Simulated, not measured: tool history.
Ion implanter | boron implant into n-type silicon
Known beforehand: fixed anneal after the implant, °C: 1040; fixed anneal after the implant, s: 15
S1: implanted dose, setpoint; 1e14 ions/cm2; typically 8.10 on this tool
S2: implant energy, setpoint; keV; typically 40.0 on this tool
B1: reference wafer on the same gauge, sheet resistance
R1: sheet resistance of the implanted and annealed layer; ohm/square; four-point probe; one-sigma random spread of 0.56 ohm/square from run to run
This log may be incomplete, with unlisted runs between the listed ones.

run,day,S1,S2,B1,R1
1,0.000,8.64,49.5,148.03,133.22
2,1.333,7.53,40.0,148.04,152.65
3,2.129,7.49,48.0,148.05,149.51
4,2.904,7.49,48.0,147.85,150.87
# day 4.800: Faraday cup replaced and dose calibrated
5,5.533,7.49,48.0,148.05,153.41
# day 6.188: gauge calibrated
6,6.300,8.10,45.5,148.09,145.90
# day 7.046: extraction supply calibrated
7,7.067,8.10,45.5,147.89,146.09
# day 7.762: Faraday cup replaced and dose calibrated, repeated, since the last time left the tool worse
8,7.783,8.10,45.5,148.05,137.86
9,8.850,8.91,29.5,147.93,133.55
10,9.962,6.64,29.0,148.02,170.33
11,10.704,8.10,35.5,147.96,141.89
12,11.729,8.10,52.5,148.07,138.07
13,12.508,6.23,51.5,147.93,170.49
14,13.942,7.44,32.5,148.00,155.03
15,14.812,8.10,40.0,148.05,140.86

Predict the results of run 16:
16,15.867,8.10,40.0,?,?

B1: 147.99
R1: 141.84 ohm/square
The same run, on a tool lacking any hidden state, would have yielded R1 139.34 ohm/square.

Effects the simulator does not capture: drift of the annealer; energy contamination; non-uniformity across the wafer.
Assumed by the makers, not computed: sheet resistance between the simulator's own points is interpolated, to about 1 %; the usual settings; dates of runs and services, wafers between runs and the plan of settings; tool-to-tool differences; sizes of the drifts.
